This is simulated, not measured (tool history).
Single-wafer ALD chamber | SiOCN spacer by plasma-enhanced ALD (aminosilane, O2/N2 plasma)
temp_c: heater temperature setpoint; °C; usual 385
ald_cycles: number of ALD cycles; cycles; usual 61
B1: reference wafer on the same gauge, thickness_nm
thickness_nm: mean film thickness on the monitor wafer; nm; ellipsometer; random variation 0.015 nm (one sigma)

Run 1, hour 0.0: usual settings but ald_cycles 67 cycles; B1 4.611. Result: thickness_nm 4.390 nm.
Run 2, hour 22.4: usual settings but ald_cycles 67 cycles; B1 4.608. Result: thickness_nm 4.381 nm.
Run 3, hour 39.2: usual settings but temp_c 393 °C; B1 4.609. Result: thickness_nm 3.963 nm.
Run 4, hour 62.9: usual settings but temp_c 393 °C; B1 4.607. Result: thickness_nm 3.983 nm.
Run 5, hour 83.6: usual settings; B1 4.611. Result: thickness_nm 3.980 nm.
Run 6, hour 107.3: usual settings; B1 4.611. Result: thickness_nm 3.979 nm.
Run 7, hour 138.9: usual settings; B1 4.615. Result: thickness_nm 3.999 nm.
Run 8, hour 174.2: usual settings but temp_c 376 °C, ald_cycles 67 cycles; B1 4.619. Result: thickness_nm 4.389 nm.
Run 9, hour 204.1: usual settings but temp_c 376 °C, ald_cycles 67 cycles; B1 4.629. Result: thickness_nm 4.382 nm.
Run 10, hour 222.7: usual settings but temp_c 370 °C, ald_cycles 56 cycles; B1 4.625. Result: thickness_nm 3.687 nm.
At hour 257.9: thermocouple changed; heater temperature recalibrated.
Run 11, hour 327.0: usual settings but temp_c 378 °C; B1 4.650. Result: thickness_nm 4.049 nm.
Run 12, hour 360.9: usual settings but temp_c 373 °C; B1 4.655. Result: thickness_nm 4.031 nm.
At hour 449.9: gauge calibrated.
Run 13, hour 450.8: usual settings but temp_c 376 °C, ald_cycles 57 cycles; B1 4.606. Result: thickness_nm 3.734 nm.
Run 14, hour 482.0: usual settings but temp_c 400 °C, ald_cycles 53 cycles; B1 4.605. Result: thickness_nm 3.441 nm.
Run 15, hour 496.8: usual settings; B1 4.603. Result: thickness_nm 3.976 nm.
Run 16, hour 510.7: usual settings but temp_c 376 °C, ald_cycles 67 cycles; B1 4.604. Result: thickness_nm 4.370 nm.
Run 17, hour 541.5: usual settings but temp_c 399 °C, ald_cycles 53 cycles; B1 4.604. Result: thickness_nm 3.474 nm.
Run 18, hour 564.1: usual settings; B1 4.610. Result: thickness_nm 4.009 nm.

Forecast each of these 5 alternatives for the next run:
Run A, hour 564.6: usual settings but ald_cycles 73 cycles; B1 ?. Result: thickness_nm ?.
Run B, hour 564.6: usual settings but temp_c 376 °C, ald_cycles 68 cycles; B1 ?. Result: thickness_nm ?.
Run C, hour 564.6: usual settings but ald_cycles 66 cycles; B1 ?. Result: thickness_nm ?.
Run D, hour 564.6: usual settings but temp_c 373 °C, ald_cycles 66 cycles; B1 ?. Result: thickness_nm ?.
Run E, hour 564.6: usual settings but temp_c 398 °C; B1 ?. Result: thickness_nm ?.

run     B1  thickness_nm
  A  4.607         4.734
  B  4.607         4.410
  C  4.607         4.280
  D  4.607         4.280
  E  4.607         3.956
Without the tool's hidden state the same runs would have given:
run  thickness_nm
  A         4.725
  B         4.402
  C         4.272
  D         4.272
  E         3.948
